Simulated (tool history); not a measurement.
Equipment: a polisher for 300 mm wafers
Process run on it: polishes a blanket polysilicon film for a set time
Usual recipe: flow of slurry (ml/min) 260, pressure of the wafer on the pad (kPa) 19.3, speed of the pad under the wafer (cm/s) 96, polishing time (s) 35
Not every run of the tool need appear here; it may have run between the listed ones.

run,hour,flow of slurry (ml/min),pressure of the wafer on the pad (kPa),speed of the pad under the wafer (cm/s),polishing time (s),wafers since the last listed run,wafers polished on this pad,hours since the slurry nozzle was cleaned,hours since the head pressure was calibrated,"incoming thickness of the incoming film, nm",film removed (angstrom)
1,0.0,260,19.3,96,35,0,428,386.2,747.3,1648.3,2420
2,27.4,260,19.3,86,35,261,690,413.6,774.7,1619.1,2192
3,53.9,260,19.3,96,35,252,942,440.1,801.2,1637.4,2449
4,76.6,260,19.3,96,35,216,1159,462.8,823.9,1633.1,2480
5,96.3,260,19.3,96,35,187,1346,482.5,843.6,1634.5,2441
# hour 101.5: worn pad replaced by a new one
6,132.2,260,19.3,96,35,304,292,518.4,879.5,1662.8,2417
7,166.5,260,19.3,96,35,326,619,552.7,913.8,1641.6,2421
8,185.9,260,19.3,96,35,184,804,572.1,933.2,1632.1,2417
9,201.9,260,19.3,96,35,152,957,588.1,949.2,1622.9,2424
10,233.2,230,19.3,96,35,298,1255,619.4,980.5,1621.9,2359
# hour 238.4: worn pad replaced by a new one
11,268.1,230,19.3,96,35,294,282,654.3,1015.4,1611.2,2351
12,303.7,260,19.3,96,29,339,622,689.9,1051.0,1633.3,2000
13,324.3,315,24.8,110,41,196,818,710.5,1071.6,1636.7,4293
# hour 367.8: worn pad replaced by a new one
# hour 408.2: head pressure recalibrated
14,417.1,260,19.3,86,35,827,450,803.3,8.9,1638.5,2194
# hour 431.7: slurry nozzle cleaned
15,446.6,305,16.5,130,35,271,722,14.9,38.4,1637.6,2791
16,480.0,260,14.5,96,35,318,1040,48.3,71.8,1609.4,1833
17,502.1,315,19.3,96,30,210,1251,70.4,93.9,1629.1,2127
# hour 516.3: worn pad replaced by a new one
18,516.8,230,19.3,96,35,101,5,85.1,108.6,1630.6,2368
19,538.9,260,19.3,96,35,210,215,107.2,130.7,1650.6,2454
20,559.4,260,12.4,96,35,195,411,127.7,151.2,1640.3,1571
21,583.2,260,17.2,66,39,226,638,151.5,175.0,1608.2,1679
22,615.1,260,12.4,106,40,304,942,183.4,206.9,1623.9,1988
23,648.8,260,19.3,96,35,321,1263,217.1,240.6,1641.4,2428
# hour 655.2: worn pad replaced by a new one
24,679.7,260,19.3,70,32,256,233,248.0,271.5,1598.0,1626

What the log doesn't show, run by run:
removal rate lost through wear of the pad, %: 0 across all the runs
slurry flow missing at the pad, %: 0 across all the runs
deviation of the head's pressure from its setpoint, %: 0 across all the runs
